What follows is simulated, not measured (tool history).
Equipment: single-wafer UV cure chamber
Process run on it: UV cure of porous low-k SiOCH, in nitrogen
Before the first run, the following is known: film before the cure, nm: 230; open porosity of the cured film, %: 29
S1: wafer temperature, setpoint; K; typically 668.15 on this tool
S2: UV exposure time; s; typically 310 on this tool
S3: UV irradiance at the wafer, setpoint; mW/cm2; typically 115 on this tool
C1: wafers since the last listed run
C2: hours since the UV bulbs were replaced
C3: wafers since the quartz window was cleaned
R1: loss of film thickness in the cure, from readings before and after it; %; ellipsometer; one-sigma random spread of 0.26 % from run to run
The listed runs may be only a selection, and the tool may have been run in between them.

{"run": 1, "hour": 0.0, "S1": 668.15, "S2": 310, "S3": 115, "C1": 0, "C2": 1090.2, "C3": 534, "R1": 15.903}
{"run": 2, "hour": 208.1, "S1": 668.15, "S2": 310, "S3": 115, "C1": 1830, "C2": 1298.3, "C3": 2364, "R1": 15.754}
{"run": 3, "hour": 243.0, "S1": 675.15, "S2": 310, "S3": 115, "C1": 306, "C2": 1333.2, "C3": 2671, "R1": 15.817}
{"run": 4, "hour": 304.6, "S1": 668.15, "S2": 310, "S3": 89, "C1": 541, "C2": 1394.8, "C3": 3212, "R1": 14.052}
{"hour": 328.7, "done": "quartz window cleaned"}
{"run": 5, "hour": 348.2, "S1": 668.15, "S2": 310, "S3": 89, "C1": 313, "C2": 1438.4, "C3": 171, "R1": 14.212}
{"run": 6, "hour": 409.6, "S1": 661.15, "S2": 310, "S3": 115, "C1": 539, "C2": 1499.8, "C3": 711, "R1": 15.483}
{"run": 7, "hour": 437.1, "S1": 661.15, "S2": 310, "S3": 115, "C1": 241, "C2": 1527.3, "C3": 953, "R1": 15.248}
{"run": 8, "hour": 479.4, "S1": 668.15, "S2": 310, "S3": 115, "C1": 372, "C2": 1569.6, "C3": 1325, "R1": 15.409}
{"run": 9, "hour": 535.6, "S1": 668.15, "S2": 310, "S3": 115, "C1": 494, "C2": 1625.8, "C3": 1819, "R1": 15.582}
{"run": 10, "hour": 595.3, "S1": 668.15, "S2": 310, "S3": 115, "C1": 525, "C2": 1685.5, "C3": 2344, "R1": 15.731}
{"hour": 623.8, "done": "quartz window cleaned"}
{"run": 11, "hour": 658.7, "S1": 668.15, "S2": 310, "S3": 115, "C1": 487, "C2": 1748.9, "C3": 306, "R1": 15.62}
{"run": 12, "hour": 708.2, "S1": 668.15, "S2": 310, "S3": 131, "C1": 435, "C2": 1798.4, "C3": 741, "R1": 15.918}
{"run": 13, "hour": 743.8, "S1": 668.15, "S2": 310, "S3": 131, "C1": 313, "C2": 1834, "C3": 1054, "R1": 16.555}
{"run": 14, "hour": 799.2, "S1": 687.15, "S2": 235, "S3": 143, "C1": 487, "C2": 1889.4, "C3": 1542, "R1": 15.587}
{"run": 15, "hour": 863.0, "S1": 668.15, "S2": 310, "S3": 115, "C1": 561, "C2": 1953.2, "C3": 2103, "R1": 15.834}
{"run": 16, "hour": 926.8, "S1": 668.15, "S2": 310, "S3": 115, "C1": 561, "C2": 2017, "C3": 2664, "R1": 15.21}
{"hour": 971.8, "done": "quartz window cleaned"}
{"run": 17, "hour": 972.4, "S1": 661.15, "S2": 310, "S3": 115, "C1": 330, "C2": 2062.6, "C3": 5, "R1": 15.153}
{"hour": 1014.6, "done": "UV bulbs replaced"}
{"run": 18, "hour": 1041.2, "S1": 652.15, "S2": 195, "S3": 80, "C1": 534, "C2": 26.6, "C3": 539, "R1": 12.229}
{"run": 19, "hour": 1109.2, "S1": 658.15, "S2": 435, "S3": 135, "C1": 598, "C2": 94.6, "C3": 1137, "R1": 19.962}
{"run": 20, "hour": 1152.3, "S1": 668.15, "S2": 130, "S3": 115, "C1": 379, "C2": 137.7, "C3": 1516, "R1": 11.966}
{"run": 21, "hour": 1279.5, "S1": 661.15, "S2": 180, "S3": 83, "C1": 1118, "C2": 264.9, "C3": 2635, "R1": 11.601}
{"hour": 1357.9, "done": "quartz window cleaned"}
{"run": 22, "hour": 1422.3, "S1": 668.15, "S2": 310, "S3": 115, "C1": 1185, "C2": 407.7, "C3": 566, "R1": 16.108}
{"run": 23, "hour": 1460.0, "S1": 662.15, "S2": 310, "S3": 138, "C1": 331, "C2": 445.4, "C3": 897, "R1": 17.205}
{"run": 24, "hour": 1509.2, "S1": 651.15, "S2": 200, "S3": 115, "C1": 432, "C2": 494.6, "C3": 1330, "R1": 13.575}
{"run": 25, "hour": 1557.9, "S1": 668.15, "S2": 310, "S3": 115, "C1": 428, "C2": 543.3, "C3": 1758, "R1": 16.154}
{"run": 26, "hour": 1614.1, "S1": 663.15, "S2": 310, "S3": 80, "C1": 494, "C2": 599.5, "C3": 2252, "R1": 13.958}
{"hour": 1688.6, "done": "quartz window cleaned"}
{"run": 27, "hour": 1731.7, "S1": 648.15, "S2": 265, "S3": 115, "C1": 963, "C2": 717.1, "C3": 378, "R1": 15.273}

How would selected steps in R1 from run to run divide? Give the signed amount a tool lacking its hidden state would still show from settings, what came in and random variation, and the signed amount left for the hidden state, including any gauge scatter that is not in both of the compared results.
Hidden state present: lamp output below its setpoint, %; transmission lost against a clean window, %.
Run 17 -> 18: S1 661.15 -> 652.15, S2 310 -> 195, S3 115 -> 80, UV bulbs replaced. R1 -2.924 %: hidden state +1.296, all else -4.22.
Run 18 -> 19: S1 652.15 -> 658.15, S2 195 -> 435, S3 80 -> 135. R1 +7.733 %: hidden state -0.143, all else +7.876.
Run 19 -> 20: S1 658.15 -> 668.15, S2 435 -> 130, S3 135 -> 115. R1 -7.996 %: hidden state -0.024, all else -7.972.
Run 21 -> 22: S1 661.15 -> 668.15, S2 180 -> 310, S3 83 -> 115, quartz window cleaned. R1 +4.507 %: hidden state -0.204, all else +4.711.
